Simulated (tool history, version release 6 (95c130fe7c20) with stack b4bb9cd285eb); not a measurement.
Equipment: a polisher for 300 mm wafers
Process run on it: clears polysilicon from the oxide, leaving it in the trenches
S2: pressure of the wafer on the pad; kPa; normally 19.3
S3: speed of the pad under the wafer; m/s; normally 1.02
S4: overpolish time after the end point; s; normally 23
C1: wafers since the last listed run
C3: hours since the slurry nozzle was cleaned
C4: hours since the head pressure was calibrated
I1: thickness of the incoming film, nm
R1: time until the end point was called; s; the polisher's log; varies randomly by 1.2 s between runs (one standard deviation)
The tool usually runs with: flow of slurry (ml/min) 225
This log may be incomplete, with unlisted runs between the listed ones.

{"run": 1, "hour": 0.0, "flow of slurry (ml/min)": 225, "S2": 19.3, "S3": 1.02, "S4": 23, "C1": 0, "wafers polished on this pad": 237, "C3": 84.3, "C4": 153.4, "I1": 779.2, "R1": 66.2}
{"run": 2, "hour": 100.3, "flow of slurry (ml/min)": 225, "S2": 19.3, "S3": 1.02, "S4": 23, "C1": 1036, "wafers polished on this pad": 1274, "C3": 184.6, "C4": 253.7, "I1": 790.8, "R1": 66.6}
{"run": 3, "hour": 168.3, "flow of slurry (ml/min)": 225, "S2": 19.3, "S3": 1.02, "S4": 23, "C1": 702, "wafers polished on this pad": 1976, "C3": 252.6, "C4": 321.7, "I1": 774.8, "R1": 66.7}
{"run": 4, "hour": 251.0, "flow of slurry (ml/min)": 225, "S2": 19.3, "S3": 1.02, "S4": 23, "C1": 854, "wafers polished on this pad": 2831, "C3": 335.3, "C4": 404.4, "I1": 791.4, "R1": 72.3}
{"run": 5, "hour": 317.1, "flow of slurry (ml/min)": 225, "S2": 19.3, "S3": 1.02, "S4": 23, "C1": 683, "wafers polished on this pad": 3514, "C3": 401.4, "C4": 470.5, "I1": 796.4, "R1": 73.6}
{"hour": 348.6, "done": "slurry nozzle cleaned"}
{"run": 6, "hour": 363.1, "flow of slurry (ml/min)": 225, "S2": 19.3, "S3": 1.02, "S4": 23, "C1": 465, "wafers polished on this pad": 3980, "C3": 14.5, "C4": 516.5, "I1": 800.8, "R1": 65.6}
{"run": 7, "hour": 425.4, "flow of slurry (ml/min)": 225, "S2": 19.3, "S3": 1.02, "S4": 23, "C1": 643, "wafers polished on this pad": 4623, "C3": 76.8, "C4": 578.8, "I1": 786.5, "R1": 64.9}
{"hour": 489.8, "done": "worn pad replaced by a new one"}
{"run": 8, "hour": 511.3, "flow of slurry (ml/min)": 225, "S2": 19.3, "S3": 1.02, "S4": 23, "C1": 846, "wafers polished on this pad": 222, "C3": 162.7, "C4": 664.7, "I1": 798, "R1": 67.2}
{"run": 9, "hour": 564.9, "flow of slurry (ml/min)": 225, "S2": 19.3, "S3": 1.02, "S4": 23, "C1": 554, "wafers polished on this pad": 776, "C3": 216.3, "C4": 718.3, "I1": 784.1, "R1": 67.4}
{"run": 10, "hour": 632.6, "flow of slurry (ml/min)": 225, "S2": 19.3, "S3": 1.02, "S4": 23, "C1": 699, "wafers polished on this pad": 1476, "C3": 284, "C4": 786, "I1": 791.3, "R1": 66.5}
{"run": 11, "hour": 678.5, "flow of slurry (ml/min)": 225, "S2": 19.3, "S3": 1.02, "S4": 23, "C1": 474, "wafers polished on this pad": 1950, "C3": 329.9, "C4": 831.9, "I1": 788.9, "R1": 68}
{"run": 12, "hour": 777.5, "flow of slurry (ml/min)": 225, "S2": 19.3, "S3": 1.02, "S4": 23, "C1": 1023, "wafers polished on this pad": 2973, "C3": 428.9, "C4": 930.9, "I1": 789.6, "R1": 72.5}
{"hour": 827.3, "done": "slurry nozzle cleaned"}
{"run": 13, "hour": 857.0, "flow of slurry (ml/min)": 225, "S2": 19.3, "S3": 1.02, "S4": 23, "C1": 811, "wafers polished on this pad": 3785, "C3": 29.7, "C4": 1010.4, "I1": 788.1, "R1": 66.6}
{"run": 14, "hour": 937.4, "flow of slurry (ml/min)": 225, "S2": 19.3, "S3": 1.02, "S4": 23, "C1": 831, "wafers polished on this pad": 4616, "C3": 110.1, "C4": 1090.8, "I1": 781.3, "R1": 65.4}
{"hour": 948.2, "done": "worn pad replaced by a new one"}
{"run": 15, "hour": 985.4, "flow of slurry (ml/min)": 225, "S2": 19.3, "S3": 1.02, "S4": 23, "C1": 454, "wafers polished on this pad": 384, "C3": 158.1, "C4": 1138.8, "I1": 791.8, "R1": 65.4}
{"run": 16, "hour": 1077.2, "flow of slurry (ml/min)": 225, "S2": 19.3, "S3": 1.02, "S4": 23, "C1": 948, "wafers polished on this pad": 1333, "C3": 249.9, "C4": 1230.6, "I1": 793.1, "R1": 68.2}
{"run": 17, "hour": 1165.0, "flow of slurry (ml/min)": 225, "S2": 19.3, "S3": 0.68, "S4": 23, "C1": 907, "wafers polished on this pad": 2240, "C3": 337.7, "C4": 1318.4, "I1": 787.3, "R1": 101}
{"run": 18, "hour": 1277.5, "flow of slurry (ml/min)": 225, "S2": 15.9, "S3": 1.22, "S4": 23, "C1": 1162, "wafers polished on this pad": 3403, "C3": 450.2, "C4": 1430.9, "I1": 784.2, "R1": 65.1}
{"hour": 1301.3, "done": "slurry nozzle cleaned"}
{"run": 19, "hour": 1343.7, "flow of slurry (ml/min)": 225, "S2": 19.3, "S3": 1.02, "S4": 31, "C1": 673, "wafers polished on this pad": 4077, "C3": 42.4, "C4": 1497.1, "I1": 777.2, "R1": 65}
{"hour": 1376.7, "done": "worn pad replaced by a new one"}
{"run": 20, "hour": 1380.6, "flow of slurry (ml/min)": 225, "S2": 13.1, "S3": 1.38, "S4": 23, "C1": 340, "wafers polished on this pad": 40, "C3": 79.3, "C4": 1534, "I1": 795.9, "R1": 60.2}
{"run": 21, "hour": 1431.0, "flow of slurry (ml/min)": 225, "S2": 24.8, "S3": 0.78, "S4": 15, "C1": 520, "wafers polished on this pad": 561, "C3": 129.7, "C4": 1584.4, "I1": 786.6, "R1": 74.8}
{"hour": 1500.8, "done": "head pressure recalibrated"}
{"run": 22, "hour": 1525.6, "flow of slurry (ml/min)": 225, "S2": 19.3, "S3": 1.02, "S4": 18, "C1": 957, "wafers polished on this pad": 1518, "C3": 224.3, "C4": 24.8, "I1": 786.3, "R1": 68.5}
{"run": 23, "hour": 1595.9, "flow of slurry (ml/min)": 225, "S2": 19.3, "S3": 1.02, "S4": 23, "C1": 726, "wafers polished on this pad": 2244, "C3": 294.6, "C4": 95.1, "I1": 790.6, "R1": 70.9}
{"run": 24, "hour": 1698.1, "flow of slurry (ml/min)": 225, "S2": 19.3, "S3": 1.02, "S4": 23, "C1": 1056, "wafers polished on this pad": 3301, "C3": 396.8, "C4": 197.3, "I1": 786.5, "R1": 71.8}
{"hour": 1733.6, "done": "slurry nozzle cleaned"}
{"run": 25, "hour": 1766.6, "flow of slurry (ml/min)": 150, "S2": 19.3, "S3": 0.72, "S4": 23, "C1": 697, "wafers polished on this pad": 3998, "C3": 33, "C4": 265.8, "I1": 779.4, "R1": 100.3}
{"hour": 1835.4, "done": "worn pad replaced by a new one"}
{"run": 26, "hour": 1852.7, "flow of slurry (ml/min)": 225, "S2": 17.2, "S3": 1.02, "S4": 23, "C1": 848, "wafers polished on this pad": 179, "C3": 119.1, "C4": 351.9, "I1": 797.8, "R1": 71.5}
{"run": 27, "hour": 1944.7, "flow of slurry (ml/min)": 225, "S2": 19.3, "S3": 1.02, "S4": 23, "C1": 950, "wafers polished on this pad": 1129, "C3": 211.1, "C4": 443.9, "I1": 791.3, "R1": 66.4}
{"run": 28, "hour": 2003.3, "flow of slurry (ml/min)": 225, "S2": 19.3, "S3": 1.02, "S4": 23, "C1": 605, "wafers polished on this pad": 1735, "C3": 269.7, "C4": 502.5, "I1": 792, "R1": 70.3}
{"run": 29, "hour": 2106.4, "flow of slurry (ml/min)": 225, "S2": 22.8, "S3": 0.88, "S4": 23, "C1": 1065, "wafers polished on this pad": 2801, "C3": 372.8, "C4": 605.6, "I1": 785.8, "R1": 75.6}
{"run": 30, "hour": 2167.5, "flow of slurry (ml/min)": 170, "S2": 17.2, "S3": 1.02, "S4": 23, "C1": 631, "wafers polished on this pad": 3432, "C3": 433.9, "C4": 666.7, "I1": 786.2, "R1": 84.2}
{"hour": 2177.2, "done": "slurry nozzle cleaned"}
{"run": 31, "hour": 2210.2, "flow of slurry (ml/min)": 225, "S2": 16.5, "S3": 1.02, "S4": 17, "C1": 431, "wafers polished on this pad": 3863, "C3": 33, "C4": 709.4, "I1": 794.7, "R1": 71.7}
{"hour": 2267.9, "done": "worn pad replaced by a new one"}
{"run": 32, "hour": 2313.8, "flow of slurry (ml/min)": 225, "S2": 15.2, "S3": 1.02, "S4": 23, "C1": 1029, "wafers polished on this pad": 474, "C3": 136.6, "C4": 813, "I1": 788.1, "R1": 76.5}

Here are 4 independent what-if runs from the current tool condition. What would each one return?
{"run": "A", "hour": 2314.3, "flow of slurry (ml/min)": 225, "S2": 19.3, "S3": 1.02, "S4": 23, "C1": 5, "wafers polished on this pad": 479, "C3": 137.1, "C4": 813.5, "I1": 788.9, "R1": "?"}
{"run": "B", "hour": 2314.3, "flow of slurry (ml/min)": 160, "S2": 16.5, "S3": 1.02, "S4": 33, "C1": 5, "wafers polished on this pad": 479, "C3": 137.1, "C4": 813.5, "I1": 788.9, "R1": "?"}
{"run": "C", "hour": 2314.3, "flow of slurry (ml/min)": 270, "S2": 21.4, "S3": 0.88, "S4": 34, "C1": 5, "wafers polished on this pad": 479, "C3": 137.1, "C4": 813.5, "I1": 788.9, "R1": "?"}
{"run": "D", "hour": 2314.3, "flow of slurry (ml/min)": 225, "S2": 19.3, "S3": 0.86, "S4": 23, "C1": 5, "wafers polished on this pad": 479, "C3": 137.1, "C4": 813.5, "I1": 788.9, "R1": "?"}

run=A R1=67.1
run=B R1=78.3
run=C R1=71.2
run=D R1=79.6
Without the tool's unlogged condition, the same runs would have read:
run=A R1=65.5
run=B R1=75.7
run=C R1=69.8
run=D R1=77.7
